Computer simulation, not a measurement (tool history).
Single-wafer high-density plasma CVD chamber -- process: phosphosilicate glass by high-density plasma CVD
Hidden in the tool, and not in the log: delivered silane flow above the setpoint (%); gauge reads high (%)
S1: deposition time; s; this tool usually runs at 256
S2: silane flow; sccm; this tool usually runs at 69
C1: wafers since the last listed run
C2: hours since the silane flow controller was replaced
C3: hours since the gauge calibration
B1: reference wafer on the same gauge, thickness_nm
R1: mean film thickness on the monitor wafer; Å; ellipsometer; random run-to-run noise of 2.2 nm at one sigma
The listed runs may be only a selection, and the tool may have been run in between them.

run,day,S1,S2,C1,C2,C3,B1,R1
1,0,256,69,0,2444.7,126.5,1230.113,15634.39
2,0.462,256,69,97,2455.8,137.6,1230.545,15689.59
3,1.204,256,69,155,2473.6,155.4,1229.963,15632.14
4,1.888,256,69,143,2490,171.8,1230.322,15727.31
5,2.608,256,69,151,2507.3,189.1,1230.511,15712.85
6,2.988,274,69,79,2516.4,198.2,1230.026,16793.88
7,3.262,274,69,57,2523,204.8,1230.483,16794.62
8,3.696,287,64,91,2533.4,215.2,1229.849,16319.81
9,4.438,287,64,155,2551.2,233,1229.943,16335.74
10,5.112,287,64,141,2567.4,249.2,1229.684,16331.69
11,5.642,256,69,111,2580.1,261.9,1229.825,15760.01
12,5.929,256,69,60,2587,268.8,1230.136,15726.24
13,6.596,256,69,140,2603,284.8,1230.222,15749.31
# day 6.658: gauge calibrated
14,7.012,239,76,87,2613,8.5,1229.922,16193.18
# day 7.479: silane flow controller replaced
15,7.692,287,64,72,5.1,24.8,1229.833,15733.88
16,9.588,256,82,398,50.6,70.3,1229.57,18064.2
17,10.258,256,69,140,66.7,86.4,1230.382,15129.25
18,10.621,271,69,76,75.4,95.1,1229.678,16039.66
19,11.275,256,65,137,91.1,110.8,1230.204,14234.89
20,11.546,300,69,56,97.6,117.3,1229.914,17745.21
21,11.879,228,79,70,105.6,125.3,1230.09,15427.45
22,12.433,291,78,116,118.9,138.6,1230.505,19445.92
23,12.792,256,69,75,127.5,147.2,1229.636,15166.44
24,13.467,256,69,141,143.7,163.4,1230.152,15151.52
25,13.829,256,81,76,152.4,172.1,1230.674,17759.48
26,14.442,284,64,128,167.1,186.8,1229.926,15560.57
27,15.079,256,69,133,182.4,202.1,1229.638,15111.01
28,15.562,290,59,101,194,213.7,1229.889,14634.93

Alternative continuations, all from the tool just after run 28; predict every row:
A,15.583,256,69,4,194.5,214.2,?,?
B,15.583,206,60,4,194.5,214.2,?,?
C,15.583,290,77,4,194.5,214.2,?,?

run,B1,R1
A,1229.68,15174.31
B,1229.68,10617.9
C,1229.68,19182.65
Take away the tool's hidden state, keep each run's random variation, and the runs would have read:
run,R1
A,15008.37
B,10501.78
C,18972.88
